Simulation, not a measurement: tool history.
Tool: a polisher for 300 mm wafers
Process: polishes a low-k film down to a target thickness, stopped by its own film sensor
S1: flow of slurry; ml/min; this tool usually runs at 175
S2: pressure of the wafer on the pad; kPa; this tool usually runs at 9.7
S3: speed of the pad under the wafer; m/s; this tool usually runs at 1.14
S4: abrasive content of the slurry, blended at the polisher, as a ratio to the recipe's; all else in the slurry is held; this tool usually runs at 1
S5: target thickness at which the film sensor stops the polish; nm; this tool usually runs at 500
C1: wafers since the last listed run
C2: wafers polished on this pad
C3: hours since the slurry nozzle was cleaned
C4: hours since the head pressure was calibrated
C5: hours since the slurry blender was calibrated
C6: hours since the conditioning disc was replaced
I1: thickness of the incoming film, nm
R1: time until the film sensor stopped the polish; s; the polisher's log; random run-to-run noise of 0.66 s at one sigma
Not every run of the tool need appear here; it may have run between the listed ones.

| run | hour | S1 | S2 | S3 | S4 | S5 | C1 | C2 | C3 | C4 | C5 | C6 | I1 | R1 |
|---|---|---|---|---|---|---|---|---|---|---|---|---|---|---|
| 1 | 0 | 175 | 9.7 | 1.14 | 1 | 500 | 0 | 2688 | 342.9 | 578.4 | 368.4 | 146.1 | 516.6 | 57.1 |
|  | 2.6 | slurry blender recalibrated |
| 2 | 57.9 | 175 | 8.3 | 1.14 | 1 | 500 | 688 | 3377 | 400.8 | 636.3 | 55.3 | 204 | 517.2 | 66.3 |
|  | 110.6 | head pressure recalibrated |
| 3 | 119.9 | 175 | 8.3 | 1.14 | 1 | 500 | 739 | 4117 | 462.8 | 9.3 | 117.3 | 266 | 512.8 | 46 |
| 4 | 156.2 | 230 | 9.7 | 1.14 | 1 | 496 | 447 | 4564 | 499.1 | 45.6 | 153.6 | 302.3 | 529.7 | 105.2 |
|  | 174.6 | worn pad replaced by a new one |
| 5 | 183.2 | 175 | 9.7 | 1.14 | 1 | 500 | 283 | 105 | 526.1 | 72.6 | 180.6 | 329.3 | 507.8 | 24.6 |
| 6 | 212.2 | 175 | 9.7 | 1.14 | 1 | 500 | 357 | 462 | 555.1 | 101.6 | 209.6 | 358.3 | 519.9 | 65 |
| 7 | 258.6 | 140 | 9 | 1.14 | 1.1 | 505 | 571 | 1034 | 601.5 | 148 | 256 | 404.7 | 510.3 | 18.3 |
|  | 275.4 | conditioning disc replaced and pad reconditioned |
|  | 304.1 | slurry nozzle cleaned |
| 8 | 312.6 | 175 | 9.7 | 1.14 | 1 | 500 | 628 | 1663 | 8.5 | 202 | 310 | 37.2 | 526.1 | 85.4 |
| 9 | 342.2 | 175 | 10.3 | 1.32 | 1 | 507 | 364 | 2027 | 38.1 | 231.6 | 339.6 | 66.8 | 522.1 | 42.7 |
| 10 | 381.7 | 175 | 9.7 | 1.14 | 1 | 500 | 486 | 2514 | 77.6 | 271.1 | 379.1 | 106.3 | 521.3 | 72.3 |
| 11 | 407.8 | 175 | 6.9 | 1.14 | 1 | 500 | 321 | 2836 | 103.7 | 297.2 | 405.2 | 132.4 | 521.2 | 94.5 |
| 12 | 436.6 | 120 | 9.7 | 1.28 | 0.85 | 500 | 354 | 3191 | 132.5 | 326 | 434 | 161.2 | 514.2 | 48.1 |
|  | 474.1 | slurry blender recalibrated |
| 13 | 481.9 | 155 | 9.7 | 0.96 | 1.2 | 500 | 533 | 3724 | 177.8 | 371.3 | 7.8 | 206.5 | 517.8 | 66.1 |
| 14 | 515 | 135 | 9.7 | 1.14 | 1 | 500 | 407 | 4132 | 210.9 | 404.4 | 40.9 | 239.6 | 511.9 | 40.9 |
| 15 | 565 | 210 | 9.7 | 1.46 | 1.25 | 500 | 616 | 4748 | 260.9 | 454.4 | 90.9 | 289.6 | 521.1 | 53.5 |
|  | 577.4 | worn pad replaced by a new one |
| 16 | 591 | 175 | 9.7 | 1.52 | 0.9 | 500 | 271 | 167 | 286.9 | 480.4 | 116.9 | 315.6 | 518.2 | 52.2 |
|  | 656.2 | head pressure recalibrated |
| 17 | 684.8 | 175 | 9.7 | 1.26 | 1.25 | 495 | 1131 | 1298 | 380.7 | 28.6 | 210.7 | 409.4 | 521.1 | 70.4 |
|  | 725.2 | conditioning disc replaced and pad reconditioned |
| 18 | 746.9 | 135 | 9.7 | 1.14 | 1 | 500 | 740 | 2039 | 442.8 | 90.7 | 272.8 | 21.7 | 517.2 | 56.3 |
| 19 | 787.3 | 175 | 9.7 | 1.14 | 1 | 500 | 497 | 2537 | 483.2 | 131.1 | 313.2 | 62.1 | 518.3 | 59.3 |
| 20 | 855.1 | 175 | 9.7 | 1.14 | 1 | 500 | 835 | 3372 | 551 | 198.9 | 381 | 129.9 | 523.1 | 76.2 |
|  | 922 | slurry blender recalibrated |
| 21 | 926.8 | 175 | 9.7 | 1.14 | 1 | 500 | 858 | 4231 | 622.7 | 270.6 | 4.8 | 201.6 | 516.4 | 55.2 |
|  | 965.8 | worn pad replaced by a new one |
| 22 | 986 | 150 | 9.7 | 1.14 | 1 | 500 | 680 | 248 | 681.9 | 329.8 | 64 | 260.8 | 509.1 | 30.9 |
| 23 | 1010.5 | 175 | 11 | 1.14 | 1 | 500 | 301 | 550 | 706.4 | 354.3 | 88.5 | 285.3 | 531.6 | 96.2 |
|  | 1016.6 | slurry nozzle cleaned |
| 24 | 1079.5 | 175 | 9.7 | 1.14 | 1 | 500 | 837 | 1388 | 62.9 | 423.3 | 157.5 | 354.3 | 520.7 | 69.9 |

For each run, what was the tool's unlogged condition?
removal rate lost through wear of the pad, %: 0 across all the runs
slurry flow missing at the pad, %: 0 across all the runs
abrasive missing from the slurry, %: 0 across all the runs
time polished since the conditioner stopped cutting, s: 0 across all the runs
H1: deviation of the head's pressure from its setpoint, %
| run | H1 |
|---|---|
| 1 | -11.5 |
| 2 | -11.7 |
| 3 | -0.99 |
| 4 | -2.94 |
| 5 | -4.19 |
| 6 | -5.36 |
| 7 | -6.91 |
| 8 | -8.33 |
| 9 | -8.97 |
| 10 | -9.68 |
| 11 | -10.1 |
| 12 | -10.5 |
| 13 | -11 |
| 14 | -11.3 |
| 15 | -11.7 |
| 16 | -11.8 |
| 17 | -0.962 |
| 18 | -3.83 |
| 19 | -5.28 |
| 20 | -7.15 |
| 21 | -8.57 |
| 22 | -9.41 |
| 23 | -9.7 |
| 24 | -10.3 |
